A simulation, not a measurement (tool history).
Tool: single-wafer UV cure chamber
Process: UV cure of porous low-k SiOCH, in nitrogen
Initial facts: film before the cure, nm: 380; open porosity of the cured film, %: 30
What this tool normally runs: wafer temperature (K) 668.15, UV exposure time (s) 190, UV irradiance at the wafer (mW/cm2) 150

run     day  wafer temperature (K)  UV exposure time (s)  UV irradiance at the wafer (mW/cm2)  loss of film thickness in the cure (%)
  1       0                 668.15                   190                                  138                                  15.332
  2     2.9                 668.15                   190                                  138                                  15.011
  3   3.967                 668.15                   190                                  138                                  14.392
  4   6.012                 668.15                   190                                  150                                  15.074
  5   7.946                 668.15                   190                                  150                                  14.692
  6   9.229                 668.15                   190                                  150                                   14.66
  7   10.25                 668.15                   190                                  150                                   14.93
  8  11.662                 668.15                   190                                  150                                  14.533
  9  12.971                 659.15                   190                                  150                                  14.268
 10  14.392                 668.15                   190                                  150                                  14.829
 11  15.688                 668.15                   190                                  150                                  14.498
 12  16.829                 649.15                   190                                  150                                   13.89
 13  19.346                 658.15                   265                                  131                                  15.263
 14  20.538                 659.15                   155                                  168                                  13.967
 15  23.417                 679.15                   120                                  150                                  12.023
      23.85  -- quartz window cleaned
 16  24.721                 668.15                   190                                  150                                  15.819
 17  26.733                 668.15                   190                                  150                                  15.664
     31.854  -- UV bulbs replaced
 18  33.738                 661.15                   155                                  139                                   13.63
 19  35.262                 649.15                   300                                  187                                  18.244
 20  36.404                 668.15                   245                                  150                                  16.888
 21  38.879                 668.15                   190                                  150                                  15.085
 22  41.029                 655.15                   190                                  131                                  13.914

Here are 4 independent what-if runs from the current tool condition. What would each one return?
  A  41.05                 668.15                   190                                  129                                       ?
  B  41.05                 661.15                   190                                  150                                       ?
  C  41.05                 668.15                   190                                  133                                       ?
  D  41.05                 650.15                   140                                  121                                       ?

run  loss of film thickness in the cure (%)
  A                                  14.093
  B                                  14.774
  C                                  14.261
  D                                  11.711
With the hidden condition removed and each run's random variation left untouched, the same runs would have given:
run  loss of film thickness in the cure (%)
  A                                  15.151
  B                                  15.843
  C                                  15.322
  D                                  12.732
